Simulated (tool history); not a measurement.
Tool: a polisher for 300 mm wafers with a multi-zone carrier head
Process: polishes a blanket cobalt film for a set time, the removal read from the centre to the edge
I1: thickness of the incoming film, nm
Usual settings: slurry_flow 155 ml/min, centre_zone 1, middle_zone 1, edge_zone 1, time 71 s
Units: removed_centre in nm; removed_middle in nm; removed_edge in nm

{"run": 1, "hour": 0.0, "slurry_flow": 155, "centre_zone": 0.97, "middle_zone": 1, "edge_zone": 0.9, "time": 71, "I1": 1246, "removed_centre": 384.4, "removed_middle": 398.4, "removed_edge": 383.7}
{"run": 2, "hour": 6.1, "slurry_flow": 205, "centre_zone": 1, "middle_zone": 1, "edge_zone": 0.9, "time": 71, "I1": 1253.2, "removed_centre": 417.6, "removed_middle": 415.4, "removed_edge": 390.3}
{"hour": 11.0, "done": "worn pad replaced by a new one"}
{"hour": 15.9, "done": "carrier head's membrane replaced by a new one, of another model than before"}
{"run": 3, "hour": 18.3, "slurry_flow": 205, "centre_zone": 1, "middle_zone": 1, "edge_zone": 1, "time": 87, "I1": 1262.6, "removed_centre": 500.4, "removed_middle": 503.6, "removed_edge": 506}
{"run": 4, "hour": 30.7, "slurry_flow": 155, "centre_zone": 1, "middle_zone": 0.9, "edge_zone": 1, "time": 71, "I1": 1281.9, "removed_centre": 400, "removed_middle": 334.9, "removed_edge": 401.7}
{"run": 5, "hour": 37.3, "slurry_flow": 155, "centre_zone": 1.09, "middle_zone": 1, "edge_zone": 1, "time": 47, "I1": 1253.8, "removed_centre": 294.6, "removed_middle": 264.1, "removed_edge": 256.9}
{"run": 6, "hour": 52.4, "slurry_flow": 175, "centre_zone": 1, "middle_zone": 1, "edge_zone": 1, "time": 85, "I1": 1275.8, "removed_centre": 483.6, "removed_middle": 485, "removed_edge": 492.3}
{"run": 7, "hour": 64.4, "slurry_flow": 105, "centre_zone": 1.08, "middle_zone": 1.04, "edge_zone": 1, "time": 71, "I1": 1279.1, "removed_centre": 385.1, "removed_middle": 373.6, "removed_edge": 372.2}
{"run": 8, "hour": 74.9, "slurry_flow": 155, "centre_zone": 0.9, "middle_zone": 1, "edge_zone": 1, "time": 71, "I1": 1257.2, "removed_centre": 327.1, "removed_middle": 386.2, "removed_edge": 388.6}
{"run": 9, "hour": 87.0, "slurry_flow": 155, "centre_zone": 0.93, "middle_zone": 1.03, "edge_zone": 1.04, "time": 86, "I1": 1263.4, "removed_centre": 429.1, "removed_middle": 489.5, "removed_edge": 495.9}
{"run": 10, "hour": 96.3, "slurry_flow": 155, "centre_zone": 1, "middle_zone": 1, "edge_zone": 1, "time": 71, "I1": 1261.1, "removed_centre": 386.5, "removed_middle": 386.5, "removed_edge": 394.5}
{"run": 11, "hour": 103.4, "slurry_flow": 155, "centre_zone": 0.92, "middle_zone": 1, "edge_zone": 1, "time": 71, "I1": 1264.6, "removed_centre": 338.6, "removed_middle": 379.3, "removed_edge": 394}
{"hour": 112.5, "done": "centre zone pressure recalibrated"}
{"run": 12, "hour": 117.7, "slurry_flow": 190, "centre_zone": 1, "middle_zone": 1, "edge_zone": 1, "time": 71, "I1": 1280, "removed_centre": 399.4, "removed_middle": 398.6, "removed_edge": 402.9}
{"hour": 131.3, "done": "worn pad replaced by a new one"}
{"run": 13, "hour": 131.8, "slurry_flow": 205, "centre_zone": 0.91, "middle_zone": 1.09, "edge_zone": 1, "time": 71, "I1": 1268.3, "removed_centre": 354.2, "removed_middle": 453.5, "removed_edge": 412.1}
{"run": 14, "hour": 144.1, "slurry_flow": 155, "centre_zone": 1, "middle_zone": 1, "edge_zone": 1, "time": 71, "I1": 1295.8, "removed_centre": 377.3, "removed_middle": 383.7, "removed_edge": 383.8}
{"run": 15, "hour": 151.0, "slurry_flow": 155, "centre_zone": 1, "middle_zone": 1, "edge_zone": 1, "time": 71, "I1": 1260, "removed_centre": 380.4, "removed_middle": 379.2, "removed_edge": 387.1}
{"run": 16, "hour": 169.0, "slurry_flow": 155, "centre_zone": 1, "middle_zone": 1, "edge_zone": 1, "time": 71, "I1": 1258, "removed_centre": 376.4, "removed_middle": 378.9, "removed_edge": 384.6}
{"hour": 187.5, "done": "slurry nozzle cleaned"}
{"run": 17, "hour": 199.2, "slurry_flow": 205, "centre_zone": 1, "middle_zone": 1, "edge_zone": 1.11, "time": 60, "I1": 1263.9, "removed_centre": 351.6, "removed_middle": 351.5, "removed_edge": 376.5}
{"run": 18, "hour": 209.7, "slurry_flow": 155, "centre_zone": 1, "middle_zone": 1, "edge_zone": 1, "time": 71, "I1": 1275.7, "removed_centre": 393.8, "removed_middle": 401.5, "removed_edge": 402.2}
{"run": 19, "hour": 222.4, "slurry_flow": 155, "centre_zone": 1, "middle_zone": 1, "edge_zone": 1, "time": 71, "I1": 1286.4, "removed_centre": 399.2, "removed_middle": 392.8, "removed_edge": 408.1}
{"run": 20, "hour": 229.5, "slurry_flow": 155, "centre_zone": 1.09, "middle_zone": 1, "edge_zone": 1, "time": 71, "I1": 1254.2, "removed_centre": 455, "removed_middle": 397, "removed_edge": 400.4}
{"run": 21, "hour": 239.5, "slurry_flow": 130, "centre_zone": 1.03, "middle_zone": 1, "edge_zone": 1.11, "time": 71, "I1": 1277.5, "removed_centre": 402.9, "removed_middle": 381.7, "removed_edge": 417.5}

5 ways to go on from here, each from the tool as it stands after run 21. What would each give?
{"run": "A", "hour": 240.0, "slurry_flow": 155, "centre_zone": 1, "middle_zone": 1, "edge_zone": 1, "time": 71, "I1": 1292.3, "removed_centre": "?", "removed_middle": "?", "removed_edge": "?"}
{"run": "B", "hour": 240.0, "slurry_flow": 155, "centre_zone": 1.05, "middle_zone": 1.06, "edge_zone": 1, "time": 71, "I1": 1292.3, "removed_centre": "?", "removed_middle": "?", "removed_edge": "?"}
{"run": "C", "hour": 240.0, "slurry_flow": 135, "centre_zone": 1, "middle_zone": 1, "edge_zone": 0.88, "time": 71, "I1": 1292.3, "removed_centre": "?", "removed_middle": "?", "removed_edge": "?"}
{"run": "D", "hour": 240.0, "slurry_flow": 155, "centre_zone": 1.06, "middle_zone": 1, "edge_zone": 1.1, "time": 71, "I1": 1292.3, "removed_centre": "?", "removed_middle": "?", "removed_edge": "?"}
{"run": "E", "hour": 240.0, "slurry_flow": 155, "centre_zone": 1, "middle_zone": 1.1, "edge_zone": 1.05, "time": 71, "I1": 1292.3, "removed_centre": "?", "removed_middle": "?", "removed_edge": "?"}

run=A removed_centre=405.3 removed_middle=393.7 removed_edge=403.2
run=B removed_centre=435.8 removed_middle=426.8 removed_edge=402.7
run=C removed_centre=393.6 removed_middle=383.8 removed_edge=360.4
run=D removed_centre=441.5 removed_middle=393.4 removed_edge=433.2
run=E removed_centre=405.8 removed_middle=449.1 removed_edge=417.3
Without the tool's hidden state the same runs would have given:
run=A removed_centre=411.2 removed_middle=398.7 removed_edge=406.9
run=B removed_centre=442.1 removed_middle=432.2 removed_edge=406.3
run=C removed_centre=400 removed_middle=389.3 removed_edge=364.1
run=D removed_centre=447.9 removed_middle=398.4 removed_edge=437.1
run=E removed_centre=411.6 removed_middle=454.8 removed_edge=421.1
